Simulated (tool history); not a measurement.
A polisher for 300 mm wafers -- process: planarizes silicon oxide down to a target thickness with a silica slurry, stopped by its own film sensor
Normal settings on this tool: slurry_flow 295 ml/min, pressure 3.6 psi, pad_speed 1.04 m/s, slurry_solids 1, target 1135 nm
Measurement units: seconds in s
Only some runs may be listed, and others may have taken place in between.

run     day  slurry_flow  pressure  pad_speed  slurry_solids  target  wafers since the last listed run  wafers polished on this pad  hours since the slurry nozzle was cleaned  hours since the head pressure was calibrated  hours since the slurry blender was calibrated  hours since the conditioning disc was replaced  incoming thickness of the incoming film, nm  seconds
  1       0          295       3.6       1.04              1    1135                                 0                         3990                                      277.9                                         358.1                                           30.6                                            46.6                                       1318.1     75.6
      1.312  -- worn pad replaced by a new one
  2   2.479          295       3.6       1.04              1    1169                               548                          276                                      337.4                                         417.6                                           90.1                                           106.1                                       1341.1     81.8
      5.021  -- slurry nozzle cleaned
  3   5.396          295       3.6       1.04              1    1135                               682                          959                                          9                                         487.6                                          160.1                                           176.1                                       1344.4    106.4
      7.033  -- head pressure recalibrated
  4   8.146          295       3.6       1.04              1    1135                               632                         1592                                         75                                          26.7                                          226.1                                           242.1                                       1332.1    106.6
  5  11.025          295       3.6       1.04              1    1135                               683                         2275                                      144.1                                          95.8                                          295.2                                           311.2                                       1341.9      114
      13.35  -- conditioning disc replaced and pad reconditioned
  6  14.188          295       3.3       1.04              1    1135                               730                         3006                                        220                                         171.7                                          371.1                                            20.1                                       1329.8    107.3
     15.692  -- slurry blender recalibrated
     15.825  -- worn pad replaced by a new one
  7  15.846          295       3.3       1.04              1    1135                               342                            5                                      259.8                                         211.5                                            3.7                                            59.9                                       1341.8     92.6
  8  18.488          295       3.6       0.78              1    1135                               626                          632                                      323.2                                         274.9                                           67.1                                           123.3                                       1344.2    109.6
     21.933  -- slurry nozzle cleaned
  9  22.562          295       3.6       0.78              1    1135                               957                         1589                                       15.1                                         372.7                                          164.9                                           221.1                                         1345    122.1
 10  24.575          295       3.6       1.04              1    1135                               477                         2067                                       63.4                                           421                                          213.2                                           269.4                                         1360    116.5
     25.283  -- head pressure recalibrated
 11  27.675          200       3.6       1.04              1    1135                               715                         2782                                      137.8                                          57.4                                          287.6                                           343.8                                       1341.4    119.4
     29.246  -- conditioning disc replaced and pad reconditioned
 12   31.25          295         4       0.84              1    1167                               828                         3611                                      223.6                                         143.2                                          373.4                                            48.1                                       1329.3     81.3
     32.892  -- worn pad replaced by a new one
 13  32.912          385       2.5       0.86            1.3    1135                               354                            5                                      263.5                                         183.1                                          413.3                                              88                                       1336.7    139.8
       33.2  -- slurry blender recalibrated
 14  36.071          295       2.7       1.04           1.15    1197                               729                          735                                      339.3                                         258.9                                           68.9                                           163.8                                       1348.9     92.6
     38.033  -- slurry nozzle cleaned
 15  40.454          390       3.6       1.04              1    1135                              1030                         1765                                       58.1                                         364.1                                          174.1                                             269                                       1324.8     98.6
 16  43.079          295       3.6       1.04           1.25    1075                               622                         2388                                      121.1                                         427.1                                          237.1                                             332                                       1344.7    139.3
       44.8  -- head pressure recalibrated
     45.708  -- conditioning disc replaced and pad reconditioned
 17  47.217          295       3.6       1.04              1    1135                               942                         3330                                      220.4                                            58                                          336.4                                            36.2                                         1354    119.3
     49.704  -- worn pad replaced by a new one
 18  51.504          360       3.6       1.22              1    1072                               977                          427                                      323.3                                         160.9                                          439.3                                           139.1                                       1329.6    135.2
     52.738  -- slurry blender recalibrated
 19  54.962          295       3.6       1.04            0.8    1135                               800                         1228                                      406.3                                         243.9                                           53.4                                           222.1                                       1342.5    109.7
     55.188  -- slurry nozzle cleaned
 20  56.921          295       4.4       1.36           1.15    1135                               454                         1682                                       41.6                                         290.9                                          100.4                                           269.1                                       1353.7     75.7
 21   60.95          295         4       0.84              1    1167                               956                         2639                                      138.3                                         387.6                                          197.1                                           365.8                                       1351.1     99.2
     64.162  -- conditioning disc replaced and pad reconditioned
     64.467  -- worn pad replaced by a new one
 22  64.488          255       4.1       1.04            1.3    1066                               780                            4                                      223.2                                         472.5                                            282                                             7.8                                       1335.9     98.2
     65.671  -- head pressure recalibrated
 23  66.725          295       3.6       0.78              1    1135                               511                          516                                      276.9                                          25.3                                          335.7                                            61.5                                       1351.8    129.8

Below are 5 alternative next runs, each starting from the tool's condition after run 23. Predict each:
  A  66.742          295       3.6       0.88              1    1135                                 3                          520                                      277.3                                          25.7                                          336.1                                            61.9                                       1350.4        ?
  B  66.742          295       2.3       0.84              1    1084                                 3                          520                                      277.3                                          25.7                                          336.1                                            61.9                                       1350.4        ?
  C  66.742          295         3       1.04              1    1135                                 3                          520                                      277.3                                          25.7                                          336.1                                            61.9                                       1350.4        ?
  D  66.742          295       4.8       1.22           1.25    1135                                 3                          520                                      277.3                                          25.7                                          336.1                                            61.9                                       1350.4        ?
  E  66.742          210       2.6       1.04            1.1    1135                                 3                          520                                      277.3                                          25.7                                          336.1                                            61.9                                       1350.4        ?

run  seconds
  A    118.4
  B    229.5
  C    129.3
  D       68
  E    146.2
Take away the tool's hidden state, keep each run's random variation, and the runs would have read:
run  seconds
  A     89.2
  B    176.8
  C     97.8
  D     50.6
  E    112.6
